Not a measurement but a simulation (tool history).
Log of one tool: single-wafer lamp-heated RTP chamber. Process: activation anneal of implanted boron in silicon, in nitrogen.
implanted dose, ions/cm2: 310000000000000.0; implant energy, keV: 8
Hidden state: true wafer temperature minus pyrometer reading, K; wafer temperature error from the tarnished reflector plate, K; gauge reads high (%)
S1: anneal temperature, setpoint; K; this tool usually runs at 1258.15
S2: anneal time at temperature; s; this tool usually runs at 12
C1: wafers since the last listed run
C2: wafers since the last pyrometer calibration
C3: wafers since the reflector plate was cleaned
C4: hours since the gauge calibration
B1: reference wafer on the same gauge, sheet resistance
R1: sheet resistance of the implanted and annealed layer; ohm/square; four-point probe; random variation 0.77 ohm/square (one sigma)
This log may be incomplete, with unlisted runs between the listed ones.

run,hour,S1,S2,C1,C2,C3,C4,B1,R1
1,0,1241.15,14,0,8183,952,349.8,380.12,387.63
# hour 29.7: pyrometer window cleaned and pyrometer calibrated
2,104.3,1241.15,14,1364,1056,2316,454.1,380.03,395.34
3,189.6,1241.15,14,1208,2264,3524,539.4,380.18,393.27
4,263.5,1273.15,16,1046,3311,4571,613.3,379.85,376.59
5,306.5,1273.15,16,609,3920,5180,656.3,379.77,376.4
6,379.9,1273.15,16,1039,4959,6220,729.7,379.93,375.07
7,478.5,1237.15,9,1396,6356,7617,828.3,380.05,391.21
8,540.7,1258.15,12,881,7237,8498,890.5,379.88,377.59
# hour 593.1: reflector plate cleaned
9,627.4,1258.15,12,1114,8352,485,977.2,379.78,380.13
# hour 665.7: pyrometer window cleaned and pyrometer calibrated
10,704.3,1258.15,12,975,547,1461,1054.1,380.25,385.02
11,791.9,1244.15,12,1240,1788,2702,1141.7,379.74,394.13
12,851.7,1258.15,7,847,2635,3549,1201.5,380.07,384.32
13,942.2,1246.15,16,1281,3917,4830,1292,380.1,385.18
14,989.7,1280.15,14,672,4590,5503,1339.5,379.86,374.42
15,1065.1,1279.15,17,1068,5658,6571,1414.9,379.88,374.07
16,1165.3,1241.15,14,1419,7077,7991,1515.1,380.06,385.76
17,1230.9,1258.15,12,929,8006,8920,1580.7,379.92,378.19
# hour 1288.7: reflector plate cleaned
18,1331.2,1276.15,12,1307,9313,602,1681,379.94,373.52
19,1391.9,1258.15,12,859,10173,1462,1741.7,380.1,378.1
# hour 1410.6: pyrometer window cleaned and pyrometer calibrated
20,1435.3,1248.15,12,501,349,1963,1785.1,379.93,388.18
# hour 1467.8: gauge calibrated
21,1484.1,1271.15,17,691,1040,2654,16.3,379.97,376.71
22,1584.8,1241.15,7,1426,2467,4081,117,380.01,397.24
23,1650.5,1243.15,16,930,3397,5011,182.7,379.64,387.49
24,1731.2,1243.15,7,1143,4540,6155,263.4,380.13,391.62
25,1778,1258.15,18,662,5203,6817,310.2,380.1,377.72
26,1856.5,1258.15,10,1111,6315,7929,388.7,380.05,379.27
27,1943.7,1258.15,12,1235,7550,9164,475.9,380.26,377.76
28,2010,1258.15,12,939,8489,10104,542.2,380.01,376.78
# hour 2058: reflector plate cleaned
29,2069.9,1258.15,5,735,9224,168,602.1,380.09,382.55
# hour 2121.2: pyrometer window cleaned and pyrometer calibrated
30,2143,1282.15,18,922,309,1091,675.2,379.97,375.39
31,2180.2,1278.15,12,526,836,1618,712.4,380.07,376.33
32,2236.2,1228.15,10,793,1629,2411,768.4,380.02,418.82
33,2290.6,1280.15,14,770,2399,3181,822.8,379.96,375.58
34,2370.9,1243.15,8,1137,3537,4319,903.1,380.05,391.96
35,2453.1,1282.15,6,1164,4701,5483,985.3,379.96,377.15
36,2528.8,1283.15,15,1072,5773,6555,1061,380.02,375.63
37,2597,1277.15,10,966,6739,7521,1129.2,379.83,376.15

Predict each of these 3 candidate next runs independently; none follows another, all start after run 37:
A,2597.4,1236.15,12,5,6745,7527,1129.6,?,?
B,2597.4,1258.15,9,5,6745,7527,1129.6,?,?
C,2597.4,1280.15,6,5,6745,7527,1129.6,?,?

run,B1,R1
A,379.9,390.3
B,379.9,379.54
C,379.9,376.12
Take away the tool's hidden state, keep each run's random variation, and the runs would have read:
run,R1
A,407.79
B,385.72
C,378.47

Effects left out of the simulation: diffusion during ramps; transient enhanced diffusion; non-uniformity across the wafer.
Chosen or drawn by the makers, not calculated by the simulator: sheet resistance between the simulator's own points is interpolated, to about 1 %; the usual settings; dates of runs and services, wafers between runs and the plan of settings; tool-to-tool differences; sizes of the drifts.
